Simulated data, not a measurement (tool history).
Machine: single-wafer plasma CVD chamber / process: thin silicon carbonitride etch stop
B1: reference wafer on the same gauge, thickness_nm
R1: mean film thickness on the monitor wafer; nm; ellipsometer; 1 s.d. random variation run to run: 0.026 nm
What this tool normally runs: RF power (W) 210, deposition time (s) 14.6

run 1 hour=0 | RF_power_(W)=225 deposition_time_(s)=14.6 | B1=8.002 | R1=7.421
run 2 hour=65.8 | RF_power_(W)=225 deposition_time_(s)=14.6 | B1=7.973 | R1=7.46
run 3 hour=130.6 | RF_power_(W)=210 deposition_time_(s)=14.6 | B1=7.956 | R1=7.205
run 4 hour=163.6 | RF_power_(W)=210 deposition_time_(s)=14.6 | B1=7.935 | R1=7.243
run 5 hour=259.3 | RF_power_(W)=210 deposition_time_(s)=14.6 | B1=7.892 | R1=7.239
-- hour=303.5 showerhead replaced
-- hour=305.5 RF generator calibrated
run 6 hour=306 | RF_power_(W)=210 deposition_time_(s)=14.6 | B1=7.889 | R1=7.168
run 7 hour=328.5 | RF_power_(W)=210 deposition_time_(s)=14.6 | B1=7.86 | R1=7.147
run 8 hour=367.6 | RF_power_(W)=210 deposition_time_(s)=14.6 | B1=7.852 | R1=7.127
run 9 hour=422 | RF_power_(W)=210 deposition_time_(s)=14.6 | B1=7.826 | R1=7.085
run 10 hour=454.1 | RF_power_(W)=210 deposition_time_(s)=14.6 | B1=7.815 | R1=7.085
-- hour=485.6 thermocouple changed; heater temperature recalibrated
run 11 hour=523.2 | RF_power_(W)=195 deposition_time_(s)=17.1 | B1=7.784 | R1=8.038
run 12 hour=560.4 | RF_power_(W)=170 deposition_time_(s)=12 | B1=7.755 | R1=5.357
run 13 hour=602.4 | RF_power_(W)=230 deposition_time_(s)=14.6 | B1=7.738 | R1=7.277
run 14 hour=626.7 | RF_power_(W)=225 deposition_time_(s)=16.8 | B1=7.72 | R1=8.213
run 15 hour=673.5 | RF_power_(W)=210 deposition_time_(s)=12.1 | B1=7.682 | R1=5.797
-- hour=684.7 gauge calibrated
run 16 hour=711.1 | RF_power_(W)=210 deposition_time_(s)=12.1 | B1=7.991 | R1=6.019
run 17 hour=769.5 | RF_power_(W)=210 deposition_time_(s)=14.6 | B1=7.97 | R1=7.263
run 18 hour=814.2 | RF_power_(W)=210 deposition_time_(s)=14.6 | B1=7.97 | R1=7.223
run 19 hour=852.5 | RF_power_(W)=230 deposition_time_(s)=12.3 | B1=7.972 | R1=6.34
run 20 hour=913 | RF_power_(W)=240 deposition_time_(s)=12.6 | B1=7.953 | R1=6.568

Predict each of these 4 candidate next runs independently; none follows another, all start after run 20:
run A hour=913.4 | RF_power_(W)=210 deposition_time_(s)=14.6 | B1=? | R1=?
run B hour=913.4 | RF_power_(W)=210 deposition_time_(s)=12 | B1=? | R1=?
run C hour=913.4 | RF_power_(W)=210 deposition_time_(s)=12.9 | B1=? | R1=?
run D hour=913.4 | RF_power_(W)=240 deposition_time_(s)=13.1 | B1=? | R1=?

run=A B1=7.959 R1=7.188
run=B B1=7.959 R1=5.908
run=C B1=7.959 R1=6.351
run=D B1=7.959 R1=6.772
What these runs would have given with no unlogged condition in the tool:
run=A R1=7.223
run=B R1=5.937
run=C R1=6.382
run=D R1=6.805
